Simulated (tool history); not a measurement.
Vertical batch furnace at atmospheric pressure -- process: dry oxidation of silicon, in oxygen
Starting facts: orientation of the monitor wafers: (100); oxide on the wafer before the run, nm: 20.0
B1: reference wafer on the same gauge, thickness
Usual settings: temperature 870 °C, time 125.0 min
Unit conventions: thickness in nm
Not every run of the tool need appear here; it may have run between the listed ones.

run 1 hour=0.0 | temperature=870 time=163.0 | B1=38.28 | thickness=36.62
run 2 hour=71.4 | temperature=870 time=163.0 | B1=38.20 | thickness=36.20
run 3 hour=132.0 | temperature=870 time=125.0 | B1=38.28 | thickness=32.89
run 4 hour=190.9 | temperature=870 time=125.0 | B1=38.30 | thickness=32.87
run 5 hour=325.8 | temperature=870 time=125.0 | B1=38.46 | thickness=33.31
run 6 hour=389.6 | temperature=870 time=125.0 | B1=38.58 | thickness=33.28
run 7 hour=451.1 | temperature=870 time=125.0 | B1=38.56 | thickness=33.13
run 8 hour=506.9 | temperature=870 time=125.0 | B1=38.64 | thickness=33.26
run 9 hour=575.2 | temperature=870 time=125.0 | B1=38.72 | thickness=33.33
run 10 hour=644.0 | temperature=870 time=125.0 | B1=38.87 | thickness=33.14
run 11 hour=676.7 | temperature=870 time=125.0 | B1=38.88 | thickness=33.61
run 12 hour=709.2 | temperature=878 time=125.0 | B1=38.95 | thickness=35.05
run 13 hour=771.4 | temperature=878 time=125.0 | B1=39.01 | thickness=35.16
run 14 hour=809.5 | temperature=870 time=125.0 | B1=39.03 | thickness=33.59
-- hour=853.7 gauge calibrated
run 15 hour=873.0 | temperature=870 time=125.0 | B1=37.82 | thickness=32.63
run 16 hour=922.0 | temperature=870 time=125.0 | B1=37.75 | thickness=32.35
-- hour=968.7 thermocouples replaced and temperature profile calibrated
run 17 hour=973.0 | temperature=870 time=125.0 | B1=37.81 | thickness=32.31
run 18 hour=1037.9 | temperature=870 time=125.0 | B1=37.89 | thickness=32.45
run 19 hour=1086.9 | temperature=860 time=65.0 | B1=37.83 | thickness=25.48
run 20 hour=1141.0 | temperature=879 time=167.5 | B1=37.83 | thickness=38.67
run 21 hour=1180.0 | temperature=870 time=125.0 | B1=37.86 | thickness=32.42

Forecast run 22:
-- hour=1211.0 boat lift adjusted
run 22 hour=1241.6 | temperature=863 time=185.0 | B1=? | thickness=?

B1: 37.83
thickness: 36.61 nm
The same run, on a tool lacking any hidden state, would have yielded thickness 36.64 nm.
